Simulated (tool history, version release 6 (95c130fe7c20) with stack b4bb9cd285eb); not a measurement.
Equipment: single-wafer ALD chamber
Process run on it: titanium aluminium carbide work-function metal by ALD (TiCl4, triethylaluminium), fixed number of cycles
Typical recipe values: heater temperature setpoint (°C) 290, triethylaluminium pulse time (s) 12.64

run,hour,heater temperature setpoint (°C),triethylaluminium pulse time (s),"read-back reference wafer on the same gauge, thickness_nm",mean film thickness on the monitor wafer (Å)
1,0.0,282,8.91,2.326,15.89
2,16.0,280,12.64,2.330,17.61
3,29.9,280,12.64,2.330,17.63
4,47.0,290,12.64,2.329,18.32
5,57.1,290,12.64,2.328,18.25
6,68.7,290,12.64,2.327,18.28
# hour 79.6: triethylaluminium bottle replaced
7,80.1,290,12.64,2.330,19.51
8,125.9,290,12.64,2.327,19.47
9,136.5,290,12.64,2.328,19.37
# hour 159.8: showerhead replaced
# hour 167.0: thermocouple changed; heater temperature recalibrated
10,178.4,290,9.53,2.331,19.14
11,190.0,290,9.53,2.329,19.11
12,198.6,290,9.53,2.332,19.01
13,206.8,300,8.38,2.330,19.20
14,217.8,290,12.64,2.332,19.72
# hour 225.2: gauge calibrated
15,228.8,283,8.60,2.329,18.07
16,243.7,290,12.64,2.329,19.69
17,253.3,280,16.89,2.330,19.19
18,265.0,284,15.52,2.330,19.43
19,276.0,290,12.64,2.331,19.65
20,287.7,290,12.64,2.330,19.61
21,304.5,302,14.73,2.329,20.74
22,319.1,278,14.77,2.332,18.93
23,333.5,290,12.64,2.330,19.62
24,349.5,302,11.16,2.331,20.10
25,365.5,276,11.29,2.329,18.27
26,378.2,304,12.64,2.331,20.60
27,389.5,301,8.49,2.329,18.92
28,397.0,283,17.46,2.330,19.30
29,403.7,299,8.18,2.328,18.50
30,412.3,286,7.78,2.330,17.20
31,421.2,290,14.50,2.328,19.68
32,434.3,285,15.36,2.328,19.38
33,450.2,290,12.64,2.331,19.42
34,457.0,284,9.75,2.330,18.18

Run by run, hidden condition taken away, random variation retained:
The tool's hidden condition here consists of: wafer temperature above the value expected at the setpoint (K); triethylaluminium dose above that of a fresh bottle (%); gauge reads high (%).
run,mean film thickness on the monitor wafer (Å)
1,18.52
2,19.20
3,19.22
4,19.97
5,19.90
6,19.94
7,20.01
8,20.04
9,19.94
10,19.46
11,19.46
12,19.37
13,19.69
14,19.95
15,18.57
16,19.96
17,19.35
18,19.62
19,19.96
20,19.93
21,20.99
22,19.18
23,20.00
24,20.64
25,18.78
26,21.06
27,19.91
28,19.53
29,19.57
30,18.32
31,20.05
32,19.71
33,19.96
34,19.06
